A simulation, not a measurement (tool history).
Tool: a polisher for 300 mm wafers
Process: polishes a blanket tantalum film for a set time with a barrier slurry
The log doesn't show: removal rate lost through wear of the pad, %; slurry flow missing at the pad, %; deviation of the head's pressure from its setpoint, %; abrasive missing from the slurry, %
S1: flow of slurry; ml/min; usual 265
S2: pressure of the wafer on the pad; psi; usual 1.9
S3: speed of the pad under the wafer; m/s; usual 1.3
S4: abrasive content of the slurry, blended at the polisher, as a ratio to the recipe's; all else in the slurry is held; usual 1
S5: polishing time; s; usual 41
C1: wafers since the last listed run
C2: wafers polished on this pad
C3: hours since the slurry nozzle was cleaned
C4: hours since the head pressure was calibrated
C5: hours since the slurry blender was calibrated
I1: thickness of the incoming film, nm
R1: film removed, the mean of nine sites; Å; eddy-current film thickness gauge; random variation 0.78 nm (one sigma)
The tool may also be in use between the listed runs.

run	hour	S1	S2	S3	S4	S5	C1	C2	C3	C4	C5	I1	R1
1	0	265	1.9	1.3	1	41	0	759	326.3	109.1	120.4	242.2	735
2	21.1	265	1.5	1.3	1	41	276	1035	347.4	130.2	141.5	242.9	629
3	49.8	265	1.5	1.3	1	41	375	1411	376.1	158.9	170.2	242.8	640
4	66	265	1.9	1.3	1	41	212	1623	392.3	175.1	186.4	244.1	712
5	92.3	235	1.9	1.66	0.7	41	344	1967	418.6	201.4	212.7	243	690
6	121.8	265	1.9	1.3	1	31	386	2353	448.1	230.9	242.2	238.8	549
# hour 141.3: slurry blender recalibrated
7	141.9	265	1.9	1.3	1	41	236	2590	468.2	251	0.6	234.9	730
8	176	190	1.4	1.3	1	51	446	3036	502.3	285.1	34.7	240.5	733
9	189.9	265	1.2	1.52	1.15	37	181	3218	516.2	299	48.6	242.7	588
# hour 204.7: worn pad replaced by a new one
10	214.5	265	2.4	1.3	1	41	269	127	540.8	323.6	73.2	239	857
11	243.2	205	1.4	0.92	1	41	375	503	569.5	352.3	101.9	238.3	483
12	262	265	1.9	1.3	1	41	246	749	588.3	371.1	120.7	240.9	723
13	285.1	265	1.5	0.88	1	52	302	1051	611.4	394.2	143.8	237.9	640
14	306.5	340	2.3	1.64	0.9	41	280	1331	632.8	415.6	165.2	238.1	936
15	318.8	240	1.5	1.3	1	41	160	1492	645.1	427.9	177.5	240	632
# hour 324.8: slurry nozzle cleaned
# hour 339.2: head pressure recalibrated
16	348.7	265	2.1	1.42	1.25	31	352	1844	23.9	9.5	207.4	238.8	670
17	380.8	265	1.9	1.3	1	41	420	2264	56	41.6	239.5	235.7	710
# hour 391.6: slurry blender recalibrated
18	412.9	265	1.9	1.3	1	41	393	2658	88.1	73.7	21.3	243	724
19	428.2	265	1.9	1.3	1	53	200	2858	103.4	89	36.6	240.6	939
# hour 434.4: worn pad replaced by a new one
20	512	265	1.9	1.08	1	41	1044	1015	187.2	172.8	120.4	240.7	655
21	525.1	265	2.3	1.08	1	41	171	1187	200.3	185.9	133.5	239.7	732
22	560.9	265	1.9	1.3	1	41	468	1655	236.1	221.7	169.3	239.3	716
23	578.6	220	1.9	1.6	0.85	41	231	1887	253.8	239.4	187	239.1	752
24	611.6	265	1.9	1.3	1	41	431	2319	286.8	272.4	220	240.7	707
25	631.4	265	2.1	1.72	1	41	259	2578	306.6	292.2	239.8	244.8	927
# hour 653.1: worn pad replaced by a new one
# hour 658.9: slurry blender recalibrated
26	660.3	265	1.9	1.3	1	41	299	68	335.5	321.1	1.4	243.5	719
27	676.7	230	1.9	1.58	1	31	214	282	351.9	337.5	17.8	243.1	613
28	701.1	265	1.9	1.3	1	41	319	602	376.3	361.9	42.2	240.9	722
29	726.3	265	1.9	1.7	1.3	55	329	931	401.5	387.1	67.4	242.1	1275

5 ways to go on from here, each from the tool as it stands after run 29. What would each give?
A	726.7	265	1.9	1.3	0.9	41	5	937	401.9	387.5	67.8	242.3	?
B	726.7	265	2.4	1.3	0.8	51	5	937	401.9	387.5	67.8	242.3	?
C	726.7	315	1.9	1.3	1	41	5	937	401.9	387.5	67.8	242.3	?
D	726.7	210	1.9	1.3	1	41	5	937	401.9	387.5	67.8	242.3	?
E	726.7	185	2.4	1.3	1.15	41	5	937	401.9	387.5	67.8	242.3	?

run	R1
A	690
B	935
C	735
D	701
E	837
Without the tool's hidden state the same runs would have given:
run	R1
A	690
B	935
C	735
D	701
E	837
